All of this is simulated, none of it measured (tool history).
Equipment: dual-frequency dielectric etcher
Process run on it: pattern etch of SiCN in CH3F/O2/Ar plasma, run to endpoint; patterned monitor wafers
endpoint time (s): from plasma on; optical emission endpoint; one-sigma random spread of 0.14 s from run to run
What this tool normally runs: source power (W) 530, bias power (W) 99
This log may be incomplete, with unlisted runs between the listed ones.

run     day  source power (W)  bias power (W)  incoming incoming film thickness, nm  endpoint time (s)
  1   0.000               530              99                                  9.38               19.0
  2   1.742               530              99                                  9.53               19.1
  3   5.346               530              99                                  9.54               19.4
  4   9.754               530              99                                  9.55               18.9
     11.700  -- wet clean of the chamber
  5  11.721               530             105                                  9.41               19.4
  6  14.600               530              99                                  9.48               19.8
  7  18.921               530              99                                  9.47               19.3
  8  23.221               530              99                                  9.52               19.6
  9  26.671               530              99                                  9.48               19.2
     28.579  -- source power generator calibrated
 10  29.583               620             112                                  9.50               17.0
 11  33.871               530              99                                  9.47               18.9
     35.488  -- upper electrode replaced
     36.500  -- wet clean of the chamber
 12  45.996               570             118                                  9.52               17.7
     51.988  -- bias power generator calibrated
 13  55.612               530              92                                  9.49               19.9
 14  58.967               590              99                                  9.52               18.3
 15  62.229               530              99                                  9.61               19.2
     63.888  -- wet clean of the chamber
 16  64.538               570              91                                  9.49               19.8
 17  68.183               600             115                                  9.42               17.4
 18  70.767               660              92                                  9.52               18.7
 19  72.679               480             122                                  9.49               18.3

What if the next run were any one of these 3? Each begins from the tool's condition after run 19:
  A  72.696               530              99                                  9.50                  ?
  B  72.696               480              88                                  9.50                  ?
  C  72.696               620             109                                  9.50                  ?

run  endpoint time (s)
  A               19.6
  B               21.5
  C               17.7
What these runs would have given with no unlogged condition in the tool:
run  endpoint time (s)
  A               20.0
  B               21.9
  C               18.0

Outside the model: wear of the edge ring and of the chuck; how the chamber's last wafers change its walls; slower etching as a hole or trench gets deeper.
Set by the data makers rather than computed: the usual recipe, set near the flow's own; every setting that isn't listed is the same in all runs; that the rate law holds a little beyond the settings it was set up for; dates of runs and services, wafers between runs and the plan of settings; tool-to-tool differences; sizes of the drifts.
